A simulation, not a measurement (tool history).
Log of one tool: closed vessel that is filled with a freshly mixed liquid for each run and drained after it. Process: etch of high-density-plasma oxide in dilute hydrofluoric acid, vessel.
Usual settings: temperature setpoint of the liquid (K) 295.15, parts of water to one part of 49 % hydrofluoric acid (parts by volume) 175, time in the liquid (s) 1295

run,hour,temperature setpoint of the liquid (K),parts of water to one part of 49 % hydrofluoric acid (parts by volume),time in the liquid (s),"read-back film thickness of the high-density-plasma oxide reference wafer, read on the same gauge (nm)",thickness taken off the high-density-plasma oxide on a monitor wafer (nm)
1,0.0,295.15,175,1295,101.81,33.74
2,26.8,295.15,175,1295,101.93,33.92
3,58.0,298.65,175,1295,102.09,38.65
4,79.9,298.65,175,1295,102.12,38.60
5,95.1,298.65,175,1295,102.19,38.90
6,125.2,295.15,175,1295,102.32,33.94
7,154.5,295.15,175,1295,102.44,34.03
8,174.5,295.15,175,1295,102.57,34.10
9,196.3,295.15,175,1295,102.61,34.21
10,223.3,293.15,175,1295,102.71,31.74
# hour 229.7: hydrofluoric acid flow meter replaced
11,236.7,291.15,155,1295,102.79,33.81
12,278.0,291.15,155,1295,102.94,33.48
13,312.6,295.15,135,1295,103.10,46.27
14,334.8,292.15,110,1295,103.17,51.65
15,354.8,292.15,115,1620,103.22,61.28
16,377.8,295.15,175,1515,103.40,40.09
# hour 382.4: gauge calibrated
17,395.3,295.15,175,1295,99.78,33.24
18,426.1,290.65,145,1295,99.90,34.71
# hour 504.0: thermometer replaced
19,516.1,295.15,175,1295,100.28,33.76
20,540.5,295.15,175,1295,100.37,33.37
21,568.5,295.15,220,955,100.48,18.74
22,592.6,299.15,175,1295,100.55,38.84
23,635.4,295.15,90,1570,100.73,86.91
24,663.4,295.15,200,1780,100.89,39.33

3 ways to go on from here, each from the tool as it stands after run 24. What would each give?
A,664.4,292.65,175,1295,?,?
B,664.4,296.65,100,2020,?,?
C,664.4,290.65,85,1295,?,?

run,"read-back film thickness of the high-density-plasma oxide reference wafer, read on the same gauge (nm)",thickness taken off the high-density-plasma oxide on a monitor wafer (nm)
A,100.82,30.49
B,100.82,105.87
C,100.82,63.48
Without the tool's hidden state the same runs would have given:
run,thickness taken off the high-density-plasma oxide on a monitor wafer (nm)
A,30.23
B,104.96
C,62.93
